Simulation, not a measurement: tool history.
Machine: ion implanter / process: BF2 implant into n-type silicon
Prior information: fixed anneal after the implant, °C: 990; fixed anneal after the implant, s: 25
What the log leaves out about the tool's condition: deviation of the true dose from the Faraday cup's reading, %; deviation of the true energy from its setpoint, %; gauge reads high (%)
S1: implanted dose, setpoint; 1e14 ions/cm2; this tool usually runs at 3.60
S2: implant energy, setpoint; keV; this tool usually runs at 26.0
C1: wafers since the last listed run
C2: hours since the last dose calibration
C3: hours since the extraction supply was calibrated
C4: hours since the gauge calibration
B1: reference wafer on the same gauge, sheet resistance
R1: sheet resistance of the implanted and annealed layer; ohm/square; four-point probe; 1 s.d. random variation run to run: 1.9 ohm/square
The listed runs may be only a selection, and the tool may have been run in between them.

run    hour    S1    S2    C1      C2      C3      C4      B1      R1
  1     0.0  3.00  26.0     0   862.3  2510.8  2140.0  296.42  381.08
  2    59.6  3.19  26.0   904   921.9  2570.4  2199.6  296.31  362.07
  3    96.4  3.19  26.0   558   958.7  2607.2  2236.4  296.72  364.05
  4   165.5  3.60  26.0  1048  1027.8  2676.3  2305.5  296.83  328.87
  5   195.8  4.32  26.0   459  1058.1  2706.6  2335.8  297.84  284.14
  6   245.9  3.60  23.5   759  1108.2  2756.7  2385.9  297.69  335.41
  7   311.5  3.60  23.5   995  1173.8  2822.3  2451.5  298.50  333.92
  8   366.1  3.60  26.0   828  1228.4  2876.9  2506.1  298.70  329.78
  9   425.2  3.60  26.0   896  1287.5  2936.0  2565.2  299.25  334.51
      451.9  -- Faraday cup replaced and dose calibrated
 10   461.1  3.60  26.0   423     9.2  2971.9  2601.1  298.78  331.45
      479.8  -- extraction supply calibrated
 11   509.4  3.60  26.0   611    57.5    29.6  2649.4  299.72  336.78
 12   541.4  3.60  26.0   485    89.5    61.6  2681.4  299.97  332.64
 13   593.7  3.60  26.0   793   141.8   113.9  2733.7  300.33  331.31
 14   655.3  3.60  26.0   934   203.4   175.5  2795.3  301.22  335.75
      686.7  -- gauge calibrated
 15   693.9  3.60  26.0   585   242.0   214.1     7.2  289.98  319.72
 16   720.9  3.97  26.0   409   269.0   241.1    34.2  289.53  295.92
 17   772.0  3.60  26.0   775   320.1   292.2    85.3  288.86  322.63
 18   838.5  2.57  29.0  1008   386.6   358.7   151.8  289.61  423.06
 19   880.1  3.60  30.5   631   428.2   400.3   193.4  289.64  316.53
 20   906.8  2.89  32.0   405   454.9   427.0   220.1  289.87  377.97
 21   955.6  3.01  34.5   740   503.7   475.8   268.9  289.70  365.88
 22  1000.1  3.60  26.0   675   548.2   520.3   313.4  289.40  321.24
 23  1033.5  3.60  18.0   506   581.6   553.7   346.8  289.96  335.94
 24  1103.3  2.94  32.5  1058   651.4   623.5   416.6  289.75  374.39
 25  1146.9  3.08  23.5   661   695.0   667.1   460.2  289.87  372.17
 26  1201.5  3.60  29.5   828   749.6   721.7   514.8  290.17  316.37
 27  1255.3  3.60  26.0   816   803.4   775.5   568.6  290.30  316.45
 28  1319.3  2.89  26.0   970   867.4   839.5   632.6  290.11  383.22
 29  1350.6  3.60  34.5   474   898.7   870.8   663.9  289.42  313.07
 30  1400.9  3.60  26.0   762   949.0   921.1   714.2  290.04  317.81
 31  1463.8  3.60  26.0   954  1011.9   984.0   777.1  290.69  322.44
 32  1507.3  3.00  33.5   659  1055.4  1027.5   820.6  290.24  365.95
 33  1578.7  3.60  26.0  1083  1126.8  1098.9   892.0  290.23  323.80
 34  1649.6  3.60  26.0  1075  1197.7  1169.8   962.9  291.32  319.83
 35  1677.2  3.60  26.0   418  1225.3  1197.4   990.5  290.42  319.79
 36  1740.1  4.07  32.5   954  1288.2  1260.3  1053.4  290.67  285.47
 37  1795.5  4.37  17.5   840  1343.6  1315.7  1108.8  290.97  301.48

Below, each run's measurement less what the same run would have read without the hidden state. Both values contain the same run-to-run variation, but the gauge's scatter may not be the same in both:
run      R1
  1   +9.44
  2   +9.38
  3   +9.69
  4   +9.22
  5   +8.14
  6   +9.96
  7  +10.38
  8  +10.65
  9  +11.24
 10  +11.41
 11  +11.95
 12  +12.06
 13  +12.42
 14  +13.08
 15   +0.53
 16   +0.49
 17   +0.54
 18   +0.74
 19   +0.58
 20   +0.71
 21   +0.73
 22   +0.68
 23   +0.75
 24   +0.92
 25   +0.99
 26   +0.92
 27   +1.00
 28   +1.35
 29   +1.17
 30   +1.28
 31   +1.44
 32   +1.75
 33   +1.73
 34   +1.91
 35   +1.99
 36   +1.94
 37   +2.22
